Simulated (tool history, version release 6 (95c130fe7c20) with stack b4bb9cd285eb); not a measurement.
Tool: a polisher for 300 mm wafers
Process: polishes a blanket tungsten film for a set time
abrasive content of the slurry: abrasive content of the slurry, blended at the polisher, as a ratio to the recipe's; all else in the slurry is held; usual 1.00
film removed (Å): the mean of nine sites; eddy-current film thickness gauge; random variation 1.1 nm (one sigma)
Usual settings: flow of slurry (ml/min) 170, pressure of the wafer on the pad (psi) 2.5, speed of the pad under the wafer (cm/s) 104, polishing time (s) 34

run	hour	flow of slurry (ml/min)	pressure of the wafer on the pad (psi)	speed of the pad under the wafer (cm/s)	abrasive content of the slurry	polishing time (s)	incoming thickness of the incoming film, nm	film removed (Å)
1	0.0	170	2.5	104	1.00	34	896.7	1078
# hour 0.3: slurry tank refilled with fresh slurry and peroxide
2	12.0	170	2.5	104	1.00	34	869.2	1074
3	22.0	170	2.5	104	1.00	34	876.0	1065
4	28.5	170	2.5	104	1.00	34	873.8	1048
5	43.6	170	3.2	104	1.00	34	872.9	1190
# hour 47.8: slurry tank refilled with fresh slurry and peroxide
6	50.6	170	3.2	104	1.00	34	878.2	1188
7	60.5	210	2.5	104	1.00	34	887.4	1052
# hour 65.1: slurry blender recalibrated
8	72.2	210	2.5	104	1.00	34	875.4	1236
9	82.2	210	2.5	104	1.00	34	868.1	1223
# hour 86.4: worn pad replaced by a new one
10	89.7	220	2.5	72	0.75	34	889.8	760
# hour 92.8: slurry tank refilled with fresh slurry and peroxide
11	96.6	210	2.5	104	1.00	34	891.5	1210
12	109.1	150	2.2	104	1.20	30	888.0	996
13	116.1	140	2.5	124	0.70	34	868.4	1131
# hour 118.6: slurry nozzle cleaned
# hour 129.4: head pressure recalibrated
14	133.8	170	1.9	92	1.00	34	872.4	953
# hour 144.2: slurry tank refilled with fresh slurry and peroxide
15	151.5	145	3.4	104	1.00	34	885.7	1485
16	164.1	170	2.5	104	1.00	34	882.9	1238
17	174.8	170	2.5	104	1.00	34	875.9	1248

The next listed run, before its measurement:
18	192.2	170	2.5	104	1.25	34	880.3	?

{"run 18": {"film removed (Å)": 1328}}
Without the tool's hidden state the same run would have given film removed (Å) 1366.
